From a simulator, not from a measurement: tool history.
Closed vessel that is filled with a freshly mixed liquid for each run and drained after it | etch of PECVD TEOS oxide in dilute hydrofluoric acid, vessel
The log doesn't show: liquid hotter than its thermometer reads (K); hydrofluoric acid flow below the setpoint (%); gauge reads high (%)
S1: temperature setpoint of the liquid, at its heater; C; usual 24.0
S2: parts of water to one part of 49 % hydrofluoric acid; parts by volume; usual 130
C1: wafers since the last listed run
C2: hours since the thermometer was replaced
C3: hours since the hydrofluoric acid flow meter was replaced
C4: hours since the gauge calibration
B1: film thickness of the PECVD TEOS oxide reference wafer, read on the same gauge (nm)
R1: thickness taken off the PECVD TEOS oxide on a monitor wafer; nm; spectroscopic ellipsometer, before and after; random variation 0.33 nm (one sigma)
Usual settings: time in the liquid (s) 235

{"run": 1, "day": 0.0, "S1": 24.0, "S2": 130, "time in the liquid (s)": 235, "C1": 0, "C2": 2169.4, "C3": 226.3, "C4": 344.9, "B1": 99.99, "R1": 49.7}
{"run": 2, "day": 2.808, "S1": 24.0, "S2": 130, "time in the liquid (s)": 235, "C1": 7310, "C2": 2236.8, "C3": 293.7, "C4": 412.3, "B1": 100.02, "R1": 50.45}
{"run": 3, "day": 4.083, "S1": 24.0, "S2": 130, "time in the liquid (s)": 235, "C1": 3318, "C2": 2267.4, "C3": 324.3, "C4": 442.9, "B1": 100.0, "R1": 50.07}
{"run": 4, "day": 5.938, "S1": 24.0, "S2": 130, "time in the liquid (s)": 235, "C1": 4826, "C2": 2311.9, "C3": 368.8, "C4": 487.4, "B1": 100.01, "R1": 49.46}
{"run": 5, "day": 8.929, "S1": 24.0, "S2": 115, "time in the liquid (s)": 235, "C1": 7787, "C2": 2383.7, "C3": 440.6, "C4": 559.2, "B1": 100.01, "R1": 57.44}
{"run": 6, "day": 11.446, "S1": 24.0, "S2": 115, "time in the liquid (s)": 235, "C1": 6551, "C2": 2444.1, "C3": 501.0, "C4": 619.6, "B1": 100.01, "R1": 56.74}
{"run": 7, "day": 14.142, "S1": 22.0, "S2": 130, "time in the liquid (s)": 235, "C1": 7017, "C2": 2508.8, "C3": 565.7, "C4": 684.3, "B1": 99.99, "R1": 45.68}
{"run": 8, "day": 16.288, "S1": 22.0, "S2": 130, "time in the liquid (s)": 235, "C1": 5585, "C2": 2560.3, "C3": 617.2, "C4": 735.8, "B1": 100.01, "R1": 45.67}
{"run": 9, "day": 17.888, "S1": 22.0, "S2": 130, "time in the liquid (s)": 235, "C1": 4164, "C2": 2598.7, "C3": 655.6, "C4": 774.2, "B1": 100.01, "R1": 45.84}
{"run": 10, "day": 20.446, "S1": 24.0, "S2": 130, "time in the liquid (s)": 235, "C1": 6659, "C2": 2660.1, "C3": 717.0, "C4": 835.6, "B1": 99.99, "R1": 48.42}
{"day": 21.362, "done": "hydrofluoric acid flow meter replaced"}
{"run": 11, "day": 23.038, "S1": 24.0, "S2": 130, "time in the liquid (s)": 235, "C1": 6637, "C2": 2722.3, "C3": 40.2, "C4": 897.8, "B1": 99.97, "R1": 50.19}
{"run": 12, "day": 25.338, "S1": 24.0, "S2": 65, "time in the liquid (s)": 195, "C1": 5987, "C2": 2777.5, "C3": 95.4, "C4": 953.0, "B1": 100.03, "R1": 89.59}
{"day": 26.267, "done": "gauge calibrated"}
{"run": 13, "day": 27.946, "S1": 24.0, "S2": 130, "time in the liquid (s)": 330, "C1": 6789, "C2": 2840.1, "C3": 158.0, "C4": 40.3, "B1": 100.0, "R1": 69.78}
{"run": 14, "day": 29.146, "S1": 25.5, "S2": 90, "time in the liquid (s)": 190, "C1": 3123, "C2": 2868.9, "C3": 186.8, "C4": 69.1, "B1": 99.98, "R1": 64.31}
{"run": 15, "day": 31.012, "S1": 24.0, "S2": 155, "time in the liquid (s)": 290, "C1": 4859, "C2": 2913.7, "C3": 231.6, "C4": 113.9, "B1": 100.0, "R1": 49.46}
{"day": 31.158, "done": "thermometer replaced"}
{"run": 16, "day": 32.354, "S1": 24.0, "S2": 155, "time in the liquid (s)": 290, "C1": 3383, "C2": 28.7, "C3": 263.8, "C4": 146.1, "B1": 99.99, "R1": 49.74}
{"run": 17, "day": 35.158, "S1": 22.0, "S2": 80, "time in the liquid (s)": 100, "C1": 7299, "C2": 96.0, "C3": 331.1, "C4": 213.4, "B1": 99.98, "R1": 33.74}
{"run": 18, "day": 36.846, "S1": 24.0, "S2": 130, "time in the liquid (s)": 235, "C1": 4392, "C2": 136.5, "C3": 371.6, "C4": 253.9, "B1": 100.0, "R1": 49.54}
{"run": 19, "day": 38.517, "S1": 24.0, "S2": 130, "time in the liquid (s)": 235, "C1": 4349, "C2": 176.6, "C3": 411.7, "C4": 294.0, "B1": 99.98, "R1": 49.14}
{"run": 20, "day": 39.896, "S1": 19.5, "S2": 145, "time in the liquid (s)": 130, "C1": 3590, "C2": 209.7, "C3": 444.8, "C4": 327.1, "B1": 99.99, "R1": 20.24}
{"run": 21, "day": 42.833, "S1": 28.0, "S2": 130, "time in the liquid (s)": 370, "C1": 7646, "C2": 280.2, "C3": 515.3, "C4": 397.6, "B1": 100.01, "R1": 89.2}
{"run": 22, "day": 44.417, "S1": 24.0, "S2": 130, "time in the liquid (s)": 235, "C1": 4121, "C2": 318.2, "C3": 553.3, "C4": 435.6, "B1": 100.02, "R1": 48.25}

Measured less the same run without the tool's hidden state. The same run-to-run variation is in both; the gauge's scatter may not be:
run=1 R1=-0.47
run=2 R1=-0.61
run=3 R1=-0.67
run=4 R1=-0.75
run=5 R1=-1.03
run=6 R1=-1.15
run=7 R1=-1.06
run=8 R1=-1.16
run=9 R1=-1.24
run=10 R1=-1.43
run=11 R1=-0.39
run=12 R1=-0.83
run=13 R1=-0.87
run=14 R1=-0.85
run=15 R1=-0.79
run=16 R1=-0.85
run=17 R1=-0.63
run=18 R1=-1.06
run=19 R1=-1.12
run=20 R1=-0.49
run=21 R1=-2.46
run=22 R1=-1.39

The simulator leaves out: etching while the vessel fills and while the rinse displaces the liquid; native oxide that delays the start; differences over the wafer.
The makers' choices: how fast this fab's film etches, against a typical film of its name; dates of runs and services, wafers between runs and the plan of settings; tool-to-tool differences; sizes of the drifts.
